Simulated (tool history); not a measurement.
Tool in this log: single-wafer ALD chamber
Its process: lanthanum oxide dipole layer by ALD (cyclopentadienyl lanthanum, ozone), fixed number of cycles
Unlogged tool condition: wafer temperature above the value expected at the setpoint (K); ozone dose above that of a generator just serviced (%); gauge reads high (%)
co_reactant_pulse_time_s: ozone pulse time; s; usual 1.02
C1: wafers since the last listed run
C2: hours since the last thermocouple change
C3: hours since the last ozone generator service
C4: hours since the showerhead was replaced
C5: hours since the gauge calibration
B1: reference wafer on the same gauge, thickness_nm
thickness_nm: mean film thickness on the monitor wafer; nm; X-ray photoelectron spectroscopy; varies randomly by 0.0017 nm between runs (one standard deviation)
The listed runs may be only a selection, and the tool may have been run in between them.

run 1 day=0 | co_reactant_pulse_time_s=1.02 | C1=0 C2=1028.7 C3=1115.8 C4=6994.4 C5=175.1 | B1=0.476 | thickness_nm=0.438
run 2 day=0.258 | co_reactant_pulse_time_s=1.02 | C1=168 C2=1034.9 C3=1122 C4=7000.6 C5=181.3 | B1=0.477 | thickness_nm=0.437
run 3 day=1 | co_reactant_pulse_time_s=1.02 | C1=483 C2=1052.7 C3=1139.8 C4=7018.4 C5=199.1 | B1=0.476 | thickness_nm=0.433
run 4 day=1.712 | co_reactant_pulse_time_s=0.88 | C1=464 C2=1069.8 C3=1156.9 C4=7035.5 C5=216.2 | B1=0.476 | thickness_nm=0.419
run 5 day=2.004 | co_reactant_pulse_time_s=0.88 | C1=190 C2=1076.8 C3=1163.9 C4=7042.5 C5=223.2 | B1=0.477 | thickness_nm=0.418
run 6 day=2.517 | co_reactant_pulse_time_s=0.73 | C1=334 C2=1089.1 C3=1176.2 C4=7054.8 C5=235.5 | B1=0.476 | thickness_nm=0.393
run 7 day=3.038 | co_reactant_pulse_time_s=0.73 | C1=339 C2=1101.6 C3=1188.7 C4=7067.3 C5=248 | B1=0.476 | thickness_nm=0.394
run 8 day=4.692 | co_reactant_pulse_time_s=0.73 | C1=1078 C2=1141.3 C3=1228.4 C4=7107 C5=287.7 | B1=0.476 | thickness_nm=0.394
-- day=5.392 showerhead replaced
run 9 day=5.412 | co_reactant_pulse_time_s=1.02 | C1=252 C2=1158.6 C3=1245.7 C4=0.5 C5=305 | B1=0.476 | thickness_nm=0.437
run 10 day=5.667 | co_reactant_pulse_time_s=1.02 | C1=165 C2=1164.7 C3=1251.8 C4=6.6 C5=311.1 | B1=0.477 | thickness_nm=0.435
-- day=7.117 thermocouple changed; heater temperature recalibrated
run 11 day=7.788 | co_reactant_pulse_time_s=0.83 | C1=1165 C2=16.1 C3=1302.7 C4=57.5 C5=362 | B1=0.476 | thickness_nm=0.408
-- day=7.95 gauge calibrated
run 12 day=8.462 | co_reactant_pulse_time_s=1.02 | C1=440 C2=32.3 C3=1318.9 C4=73.7 C5=12.3 | B1=0.476 | thickness_nm=0.433
run 13 day=9.2 | co_reactant_pulse_time_s=0.73 | C1=480 C2=50 C3=1336.6 C4=91.4 C5=30 | B1=0.476 | thickness_nm=0.393
run 14 day=9.646 | co_reactant_pulse_time_s=1.42 | C1=290 C2=60.7 C3=1347.3 C4=102.1 C5=40.7 | B1=0.476 | thickness_nm=0.478
run 15 day=9.925 | co_reactant_pulse_time_s=1.02 | C1=182 C2=67.4 C3=1354 C4=108.8 C5=47.4 | B1=0.476 | thickness_nm=0.435
run 16 day=10.5 | co_reactant_pulse_time_s=1.29 | C1=374 C2=81.2 C3=1367.8 C4=122.6 C5=61.2 | B1=0.475 | thickness_nm=0.464
-- day=11.029 ozone generator serviced
run 17 day=11.05 | co_reactant_pulse_time_s=1.02 | C1=141 C2=94.4 C3=0.5 C4=135.8 C5=74.4 | B1=0.476 | thickness_nm=0.475
run 18 day=11.5 | co_reactant_pulse_time_s=1.02 | C1=293 C2=105.2 C3=11.3 C4=146.6 C5=85.2 | B1=0.476 | thickness_nm=0.472
run 19 day=11.788 | co_reactant_pulse_time_s=1.36 | C1=187 C2=112.1 C3=18.2 C4=153.5 C5=92.1 | B1=0.475 | thickness_nm=0.504
run 20 day=12.388 | co_reactant_pulse_time_s=0.69 | C1=391 C2=126.5 C3=32.6 C4=167.9 C5=106.5 | B1=0.475 | thickness_nm=0.427
run 21 day=12.867 | co_reactant_pulse_time_s=1.38 | C1=312 C2=138 C3=44.1 C4=179.4 C5=118 | B1=0.476 | thickness_nm=0.503
run 22 day=13.375 | co_reactant_pulse_time_s=0.74 | C1=331 C2=150.2 C3=56.3 C4=191.6 C5=130.2 | B1=0.476 | thickness_nm=0.436
run 23 day=13.85 | co_reactant_pulse_time_s=0.89 | C1=309 C2=161.6 C3=67.7 C4=203 C5=141.6 | B1=0.477 | thickness_nm=0.454

Measured less the same run without the tool's hidden state. The same run-to-run variation is in both; the gauge's scatter may not be:
run=1 thickness_nm=-0.045
run=2 thickness_nm=-0.044
run=3 thickness_nm=-0.044
run=4 thickness_nm=-0.048
run=5 thickness_nm=-0.048
run=6 thickness_nm=-0.052
run=7 thickness_nm=-0.052
run=8 thickness_nm=-0.051
run=9 thickness_nm=-0.046
run=10 thickness_nm=-0.045
run=11 thickness_nm=-0.05
run=12 thickness_nm=-0.046
run=13 thickness_nm=-0.053
run=14 thickness_nm=-0.037
run=15 thickness_nm=-0.046
run=16 thickness_nm=-0.039
run=17 thickness_nm=-0.006
run=18 thickness_nm=-0.007
run=19 thickness_nm=-0.006
run=20 thickness_nm=-0.011
run=21 thickness_nm=-0.008
run=22 thickness_nm=-0.013
run=23 thickness_nm=-0.013
